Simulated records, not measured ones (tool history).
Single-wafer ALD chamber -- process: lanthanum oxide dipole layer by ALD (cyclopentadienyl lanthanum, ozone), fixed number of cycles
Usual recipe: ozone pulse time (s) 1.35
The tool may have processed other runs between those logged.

run	day	ozone pulse time (s)	read-back reference wafer on the same gauge, thickness_nm	mean film thickness on the monitor wafer (angstrom)
1	0.000	1.35	0.624	5.35
2	3.354	1.35	0.623	5.35
3	6.688	1.35	0.623	5.39
4	10.288	1.35	0.623	5.39
5	13.288	1.35	0.622	5.36
6	15.988	1.35	0.621	5.31
7	20.383	1.71	0.623	5.59
8	24.254	1.08	0.623	5.10
9	27.342	1.08	0.622	5.08
10	30.021	1.35	0.623	5.35
11	34.054	1.35	0.622	5.34
12	38.379	1.35	0.625	5.30
13	42.625	1.65	0.623	5.46
14	45.171	1.65	0.622	5.43
15	46.975	1.65	0.622	5.46
# day 47.675: thermocouple changed; heater temperature recalibrated
16	49.421	1.09	0.623	5.04
# day 51.142: gauge calibrated
17	52.350	1.35	0.623	5.29
18	55.917	1.35	0.623	5.32
# day 56.850: ozone generator serviced
19	57.846	1.56	0.624	5.51
20	60.592	0.93	0.622	5.01
21	68.221	1.35	0.622	5.42
22	71.642	1.02	0.624	5.12
23	74.812	1.84	0.622	5.56
24	76.421	0.99	0.623	5.10
25	78.354	1.85	0.624	5.60
26	80.038	1.69	0.623	5.44
# day 83.033: showerhead replaced
27	83.079	1.67	0.624	5.46
28	85.475	1.51	0.623	5.42
29	88.604	1.06	0.623	5.09
30	92.608	1.35	0.623	5.33
31	96.746	1.62	0.623	5.45
32	100.896	1.21	0.623	5.19
33	104.783	1.35	0.623	5.31
34	108.629	1.08	0.622	5.05

Predict each of these 4 candidate next runs independently; none follows another, all start after run 34:
A	108.646	1.75	?	?
B	108.646	0.84	?	?
C	108.646	1.63	?	?
D	108.646	1.82	?	?

run	read-back reference wafer on the same gauge, thickness_nm	mean film thickness on the monitor wafer (angstrom)
A	0.622	5.50
B	0.622	4.76
C	0.622	5.45
D	0.622	5.53
Without the tool's unlogged condition, the same runs would have read:
run	mean film thickness on the monitor wafer (angstrom)
A	5.57
B	4.91
C	5.53
D	5.59
